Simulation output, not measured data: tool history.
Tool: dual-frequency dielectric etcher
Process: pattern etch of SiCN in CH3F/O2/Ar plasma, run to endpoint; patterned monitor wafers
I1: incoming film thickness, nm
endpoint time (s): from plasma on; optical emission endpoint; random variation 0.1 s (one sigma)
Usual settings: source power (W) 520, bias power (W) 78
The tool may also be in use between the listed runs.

{"run": 1, "hour": 0.0, "source power (W)": 520, "bias power (W)": 78, "I1": 6.39, "endpoint time (s)": 15.8}
{"run": 2, "hour": 9.1, "source power (W)": 490, "bias power (W)": 78, "I1": 6.43, "endpoint time (s)": 16.0}
{"run": 3, "hour": 22.0, "source power (W)": 520, "bias power (W)": 78, "I1": 6.39, "endpoint time (s)": 15.6}
{"run": 4, "hour": 38.6, "source power (W)": 520, "bias power (W)": 78, "I1": 6.36, "endpoint time (s)": 15.9}
{"run": 5, "hour": 47.9, "source power (W)": 520, "bias power (W)": 78, "I1": 6.42, "endpoint time (s)": 15.7}
{"run": 6, "hour": 64.7, "source power (W)": 520, "bias power (W)": 71, "I1": 6.44, "endpoint time (s)": 16.5}
{"run": 7, "hour": 79.2, "source power (W)": 520, "bias power (W)": 86, "I1": 6.38, "endpoint time (s)": 15.3}
{"run": 8, "hour": 95.0, "source power (W)": 520, "bias power (W)": 86, "I1": 6.38, "endpoint time (s)": 15.4}
{"run": 9, "hour": 108.5, "source power (W)": 520, "bias power (W)": 86, "I1": 6.4, "endpoint time (s)": 15.5}
{"run": 10, "hour": 124.9, "source power (W)": 560, "bias power (W)": 78, "I1": 6.33, "endpoint time (s)": 15.4}
{"hour": 137.8, "done": "bias power generator calibrated"}
{"run": 11, "hour": 142.5, "source power (W)": 520, "bias power (W)": 94, "I1": 6.37, "endpoint time (s)": 15.1}
{"hour": 169.4, "done": "source power generator calibrated"}
{"hour": 171.0, "done": "upper electrode replaced"}
{"hour": 179.3, "done": "wet clean of the chamber"}
{"run": 12, "hour": 179.8, "source power (W)": 470, "bias power (W)": 59, "I1": 6.37, "endpoint time (s)": 16.9}
{"run": 13, "hour": 180.2, "source power (W)": 410, "bias power (W)": 61, "I1": 6.38, "endpoint time (s)": 17.7}
{"run": 14, "hour": 185.3, "source power (W)": 520, "bias power (W)": 94, "I1": 6.44, "endpoint time (s)": 14.4}
{"run": 15, "hour": 191.5, "source power (W)": 520, "bias power (W)": 78, "I1": 6.34, "endpoint time (s)": 15.2}
{"run": 16, "hour": 200.5, "source power (W)": 600, "bias power (W)": 84, "I1": 6.45, "endpoint time (s)": 14.3}
{"run": 17, "hour": 210.2, "source power (W)": 460, "bias power (W)": 89, "I1": 6.45, "endpoint time (s)": 15.8}
{"run": 18, "hour": 219.9, "source power (W)": 520, "bias power (W)": 78, "I1": 6.41, "endpoint time (s)": 15.3}
{"run": 19, "hour": 233.8, "source power (W)": 460, "bias power (W)": 59, "I1": 6.43, "endpoint time (s)": 17.3}
{"run": 20, "hour": 243.7, "source power (W)": 470, "bias power (W)": 64, "I1": 6.41, "endpoint time (s)": 16.9}

The same runs without the tool's hidden state, with the same run-to-run variation:
The hidden state here: etch rate over this chamber's usual, %; source power that arrives over what is set, %; bias power that arrives over what is set, %.
run=1 endpoint_time_(s)=15.3
run=2 endpoint_time_(s)=15.5
run=3 endpoint_time_(s)=15.1
run=4 endpoint_time_(s)=15.3
run=5 endpoint_time_(s)=15.1
run=6 endpoint_time_(s)=15.9
run=7 endpoint_time_(s)=14.7
run=8 endpoint_time_(s)=14.7
run=9 endpoint_time_(s)=14.8
run=10 endpoint_time_(s)=14.6
run=11 endpoint_time_(s)=14.4
run=12 endpoint_time_(s)=16.9
run=13 endpoint_time_(s)=17.7
run=14 endpoint_time_(s)=14.4
run=15 endpoint_time_(s)=15.2
run=16 endpoint_time_(s)=14.3
run=17 endpoint_time_(s)=15.7
run=18 endpoint_time_(s)=15.2
run=19 endpoint_time_(s)=17.2
run=20 endpoint_time_(s)=16.8
